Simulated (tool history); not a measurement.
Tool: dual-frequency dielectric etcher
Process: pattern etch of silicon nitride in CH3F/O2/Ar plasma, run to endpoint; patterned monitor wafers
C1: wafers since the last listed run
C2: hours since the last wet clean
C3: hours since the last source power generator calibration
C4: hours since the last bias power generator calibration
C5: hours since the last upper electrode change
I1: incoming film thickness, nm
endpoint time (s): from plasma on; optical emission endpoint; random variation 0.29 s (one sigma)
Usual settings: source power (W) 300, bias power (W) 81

{"run": 1, "hour": 0.0, "source power (W)": 300, "bias power (W)": 81, "C1": 0, "C2": 297.3, "C3": 3116.6, "C4": 896.3, "C5": 857.8, "I1": 40.38, "endpoint time (s)": 65.7}
{"run": 2, "hour": 69.5, "source power (W)": 300, "bias power (W)": 81, "C1": 850, "C2": 366.8, "C3": 3186.1, "C4": 965.8, "C5": 927.3, "I1": 41.13, "endpoint time (s)": 67.4}
{"run": 3, "hour": 171.8, "source power (W)": 300, "bias power (W)": 81, "C1": 1252, "C2": 469.1, "C3": 3288.4, "C4": 1068.1, "C5": 1029.6, "I1": 40.53, "endpoint time (s)": 66.4}
{"run": 4, "hour": 233.0, "source power (W)": 300, "bias power (W)": 81, "C1": 749, "C2": 530.3, "C3": 3349.6, "C4": 1129.3, "C5": 1090.8, "I1": 40.58, "endpoint time (s)": 66.6}
{"run": 5, "hour": 299.5, "source power (W)": 300, "bias power (W)": 81, "C1": 814, "C2": 596.8, "C3": 3416.1, "C4": 1195.8, "C5": 1157.3, "I1": 40.96, "endpoint time (s)": 67.5}
{"hour": 329.7, "done": "wet clean of the chamber"}
{"run": 6, "hour": 355.2, "source power (W)": 300, "bias power (W)": 81, "C1": 388, "C2": 25.5, "C3": 3471.8, "C4": 1251.5, "C5": 1213.0, "I1": 40.52, "endpoint time (s)": 65.2}
{"run": 7, "hour": 418.8, "source power (W)": 300, "bias power (W)": 72, "C1": 778, "C2": 89.1, "C3": 3535.4, "C4": 1315.1, "C5": 1276.6, "I1": 41.14, "endpoint time (s)": 70.0}
{"run": 8, "hour": 518.9, "source power (W)": 300, "bias power (W)": 72, "C1": 1225, "C2": 189.2, "C3": 3635.5, "C4": 1415.2, "C5": 1376.7, "I1": 40.72, "endpoint time (s)": 69.6}
{"run": 9, "hour": 596.9, "source power (W)": 300, "bias power (W)": 72, "C1": 954, "C2": 267.2, "C3": 3713.5, "C4": 1493.2, "C5": 1454.7, "I1": 40.53, "endpoint time (s)": 69.3}
{"run": 10, "hour": 689.9, "source power (W)": 300, "bias power (W)": 66, "C1": 1138, "C2": 360.2, "C3": 3806.5, "C4": 1586.2, "C5": 1547.7, "I1": 40.67, "endpoint time (s)": 72.0}
{"run": 11, "hour": 787.1, "source power (W)": 300, "bias power (W)": 66, "C1": 1190, "C2": 457.4, "C3": 3903.7, "C4": 1683.4, "C5": 1644.9, "I1": 40.46, "endpoint time (s)": 71.6}
{"run": 12, "hour": 884.1, "source power (W)": 300, "bias power (W)": 66, "C1": 1187, "C2": 554.4, "C3": 4000.7, "C4": 1780.4, "C5": 1741.9, "I1": 40.8, "endpoint time (s)": 73.1}
{"hour": 893.4, "done": "source power generator calibrated"}
{"hour": 906.5, "done": "bias power generator calibrated"}
{"hour": 916.3, "done": "wet clean of the chamber"}
{"run": 13, "hour": 987.1, "source power (W)": 300, "bias power (W)": 81, "C1": 1042, "C2": 70.8, "C3": 93.7, "C4": 80.6, "C5": 1844.9, "I1": 40.83, "endpoint time (s)": 66.5}
{"run": 14, "hour": 1039.6, "source power (W)": 300, "bias power (W)": 81, "C1": 642, "C2": 123.3, "C3": 146.2, "C4": 133.1, "C5": 1897.4, "I1": 40.81, "endpoint time (s)": 66.5}
{"run": 15, "hour": 1109.1, "source power (W)": 300, "bias power (W)": 81, "C1": 850, "C2": 192.8, "C3": 215.7, "C4": 202.6, "C5": 1966.9, "I1": 40.57, "endpoint time (s)": 66.0}
{"run": 16, "hour": 1206.7, "source power (W)": 340, "bias power (W)": 91, "C1": 1194, "C2": 290.4, "C3": 313.3, "C4": 300.2, "C5": 2064.5, "I1": 40.28, "endpoint time (s)": 60.0}
{"run": 17, "hour": 1303.8, "source power (W)": 300, "bias power (W)": 81, "C1": 1188, "C2": 387.5, "C3": 410.4, "C4": 397.3, "C5": 2161.6, "I1": 40.71, "endpoint time (s)": 66.8}
{"run": 18, "hour": 1375.0, "source power (W)": 360, "bias power (W)": 71, "C1": 871, "C2": 458.7, "C3": 481.6, "C4": 468.5, "C5": 2232.8, "I1": 40.75, "endpoint time (s)": 66.0}
{"run": 19, "hour": 1431.2, "source power (W)": 280, "bias power (W)": 97, "C1": 688, "C2": 514.9, "C3": 537.8, "C4": 524.7, "C5": 2289.0, "I1": 40.57, "endpoint time (s)": 64.1}
{"run": 20, "hour": 1529.4, "source power (W)": 230, "bias power (W)": 66, "C1": 1202, "C2": 613.1, "C3": 636.0, "C4": 622.9, "C5": 2387.2, "I1": 40.79, "endpoint time (s)": 80.6}
{"run": 21, "hour": 1569.4, "source power (W)": 300, "bias power (W)": 97, "C1": 489, "C2": 653.1, "C3": 676.0, "C4": 662.9, "C5": 2427.2, "I1": 40.36, "endpoint time (s)": 62.3}
{"hour": 1610.1, "done": "wet clean of the chamber"}
{"run": 22, "hour": 1638.3, "source power (W)": 330, "bias power (W)": 99, "C1": 549, "C2": 28.2, "C3": 744.9, "C4": 731.8, "C5": 2496.1, "I1": 40.86, "endpoint time (s)": 59.1}
{"run": 23, "hour": 1708.6, "source power (W)": 300, "bias power (W)": 81, "C1": 860, "C2": 98.5, "C3": 815.2, "C4": 802.1, "C5": 2566.4, "I1": 40.4, "endpoint time (s)": 66.1}
{"run": 24, "hour": 1775.2, "source power (W)": 350, "bias power (W)": 70, "C1": 815, "C2": 165.1, "C3": 881.8, "C4": 868.7, "C5": 2633.0, "I1": 41.13, "endpoint time (s)": 66.9}
{"run": 25, "hour": 1832.8, "source power (W)": 360, "bias power (W)": 62, "C1": 705, "C2": 222.7, "C3": 939.4, "C4": 926.3, "C5": 2690.6, "I1": 40.4, "endpoint time (s)": 67.8}
{"run": 26, "hour": 1871.6, "source power (W)": 270, "bias power (W)": 73, "C1": 475, "C2": 261.5, "C3": 978.2, "C4": 965.1, "C5": 2729.4, "I1": 40.89, "endpoint time (s)": 72.3}
{"run": 27, "hour": 1962.8, "source power (W)": 300, "bias power (W)": 81, "C1": 1116, "C2": 352.7, "C3": 1069.4, "C4": 1056.3, "C5": 2820.6, "I1": 40.39, "endpoint time (s)": 66.0}
{"hour": 1988.0, "done": "upper electrode replaced"}
{"run": 28, "hour": 2011.6, "source power (W)": 300, "bias power (W)": 67, "C1": 303, "C2": 401.5, "C3": 1118.2, "C4": 1105.1, "C5": 23.6, "I1": 40.84, "endpoint time (s)": 72.5}
{"run": 29, "hour": 2088.4, "source power (W)": 300, "bias power (W)": 81, "C1": 940, "C2": 478.3, "C3": 1195.0, "C4": 1181.9, "C5": 100.4, "I1": 40.95, "endpoint time (s)": 68.4}
{"run": 30, "hour": 2194.4, "source power (W)": 250, "bias power (W)": 81, "C1": 1297, "C2": 584.3, "C3": 1301.0, "C4": 1287.9, "C5": 206.4, "I1": 40.51, "endpoint time (s)": 71.4}
{"hour": 2227.5, "done": "wet clean of the chamber"}
{"run": 31, "hour": 2234.1, "source power (W)": 270, "bias power (W)": 81, "C1": 192, "C2": 6.6, "C3": 1340.7, "C4": 1327.6, "C5": 246.1, "I1": 40.83, "endpoint time (s)": 69.0}
{"run": 32, "hour": 2317.4, "source power (W)": 250, "bias power (W)": 71, "C1": 1019, "C2": 89.9, "C3": 1424.0, "C4": 1410.9, "C5": 329.4, "I1": 40.83, "endpoint time (s)": 74.8}
{"run": 33, "hour": 2466.3, "source power (W)": 300, "bias power (W)": 99, "C1": 1823, "C2": 238.8, "C3": 1572.9, "C4": 1559.8, "C5": 478.3, "I1": 40.25, "endpoint time (s)": 60.7}
{"run": 34, "hour": 2703.1, "source power (W)": 370, "bias power (W)": 81, "C1": 2899, "C2": 475.6, "C3": 1809.7, "C4": 1796.6, "C5": 715.1, "I1": 40.37, "endpoint time (s)": 61.4}
{"run": 35, "hour": 2768.5, "source power (W)": 370, "bias power (W)": 97, "C1": 800, "C2": 541.0, "C3": 1875.1, "C4": 1862.0, "C5": 780.5, "I1": 40.69, "endpoint time (s)": 57.7}
{"run": 36, "hour": 2869.3, "source power (W)": 340, "bias power (W)": 81, "C1": 1234, "C2": 641.8, "C3": 1975.9, "C4": 1962.8, "C5": 881.3, "I1": 40.85, "endpoint time (s)": 64.4}

Forecast each of these 3 alternatives for the next run:
{"run": "A", "hour": 2869.7, "source power (W)": 360, "bias power (W)": 81, "C1": 4, "C2": 642.2, "C3": 1976.3, "C4": 1963.2, "C5": 881.7, "I1": 40.77, "endpoint time (s)": "?"}
{"run": "B", "hour": 2869.7, "source power (W)": 280, "bias power (W)": 64, "C1": 4, "C2": 642.2, "C3": 1976.3, "C4": 1963.2, "C5": 881.7, "I1": 40.77, "endpoint time (s)": "?"}
{"run": "C", "hour": 2869.7, "source power (W)": 260, "bias power (W)": 92, "C1": 4, "C2": 642.2, "C3": 1976.3, "C4": 1963.2, "C5": 881.7, "I1": 40.77, "endpoint time (s)": "?"}

run=A endpoint_time_(s)=63.0
run=B endpoint_time_(s)=76.1
run=C endpoint_time_(s)=68.0
Without the tool's hidden state the same runs would have given:
run=A endpoint_time_(s)=61.7
run=B endpoint_time_(s)=74.5
run=C endpoint_time_(s)=66.6
